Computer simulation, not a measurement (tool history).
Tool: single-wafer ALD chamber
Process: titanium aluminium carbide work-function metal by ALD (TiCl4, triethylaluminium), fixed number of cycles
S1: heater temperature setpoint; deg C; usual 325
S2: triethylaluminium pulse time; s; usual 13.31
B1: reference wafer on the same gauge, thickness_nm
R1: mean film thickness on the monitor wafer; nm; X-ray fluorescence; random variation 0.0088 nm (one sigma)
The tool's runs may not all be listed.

run 1 hour=0.0 | S1=325 S2=13.31 | B1=2.540 | R1=2.372
run 2 hour=47.4 | S1=315 S2=13.31 | B1=2.539 | R1=2.260
run 3 hour=154.8 | S1=315 S2=13.31 | B1=2.540 | R1=2.263
run 4 hour=201.4 | S1=318 S2=13.31 | B1=2.541 | R1=2.301
run 5 hour=274.9 | S1=318 S2=13.31 | B1=2.542 | R1=2.298
run 6 hour=352.7 | S1=325 S2=11.20 | B1=2.541 | R1=2.361
run 7 hour=389.7 | S1=325 S2=11.20 | B1=2.543 | R1=2.376
run 8 hour=452.3 | S1=325 S2=13.31 | B1=2.538 | R1=2.374
run 9 hour=507.8 | S1=332 S2=13.31 | B1=2.541 | R1=2.465
-- hour=599.0 triethylaluminium bottle replaced
-- hour=611.8 showerhead replaced
run 10 hour=613.9 | S1=332 S2=13.31 | B1=2.540 | R1=2.458
run 11 hour=678.5 | S1=325 S2=13.31 | B1=2.540 | R1=2.372
run 12 hour=752.9 | S1=325 S2=13.31 | B1=2.539 | R1=2.378
run 13 hour=813.9 | S1=325 S2=13.31 | B1=2.541 | R1=2.399
run 14 hour=905.7 | S1=325 S2=13.31 | B1=2.539 | R1=2.388
run 15 hour=953.4 | S1=315 S2=13.31 | B1=2.538 | R1=2.292
run 16 hour=1059.7 | S1=325 S2=13.31 | B1=2.540 | R1=2.378
-- hour=1099.7 thermocouple changed; heater temperature recalibrated
run 17 hour=1159.0 | S1=318 S2=15.05 | B1=2.539 | R1=2.275
run 18 hour=1219.9 | S1=332 S2=13.31 | B1=2.538 | R1=2.415
run 19 hour=1302.0 | S1=330 S2=9.74 | B1=2.541 | R1=2.361
run 20 hour=1378.2 | S1=325 S2=13.31 | B1=2.540 | R1=2.355
run 21 hour=1428.8 | S1=312 S2=10.45 | B1=2.542 | R1=2.191
-- hour=1456.6 gauge calibrated
run 22 hour=1471.9 | S1=329 S2=13.31 | B1=2.539 | R1=2.415
run 23 hour=1517.9 | S1=339 S2=9.19 | B1=2.538 | R1=2.439
run 24 hour=1561.6 | S1=325 S2=13.31 | B1=2.539 | R1=2.359
run 25 hour=1609.6 | S1=325 S2=11.20 | B1=2.542 | R1=2.340
run 26 hour=1677.3 | S1=325 S2=8.00 | B1=2.542 | R1=2.281
run 27 hour=1757.2 | S1=319 S2=13.31 | B1=2.539 | R1=2.303
run 28 hour=1813.1 | S1=319 S2=9.60 | B1=2.538 | R1=2.249
run 29 hour=1863.9 | S1=312 S2=18.11 | B1=2.540 | R1=2.254

3 ways to go on from here, each from the tool as it stands after run 29. What would each give?
run A hour=1864.3 | S1=325 S2=13.31 | B1=? | R1=?
run B hour=1864.3 | S1=332 S2=16.59 | B1=? | R1=?
run C hour=1864.3 | S1=325 S2=11.89 | B1=? | R1=?

run=A B1=2.541 R1=2.380
run=B B1=2.541 R1=2.471
run=C B1=2.541 R1=2.366
Without the tool's hidden state the same runs would have given:
run=A R1=2.332
run=B R1=2.422
run=C R1=2.319

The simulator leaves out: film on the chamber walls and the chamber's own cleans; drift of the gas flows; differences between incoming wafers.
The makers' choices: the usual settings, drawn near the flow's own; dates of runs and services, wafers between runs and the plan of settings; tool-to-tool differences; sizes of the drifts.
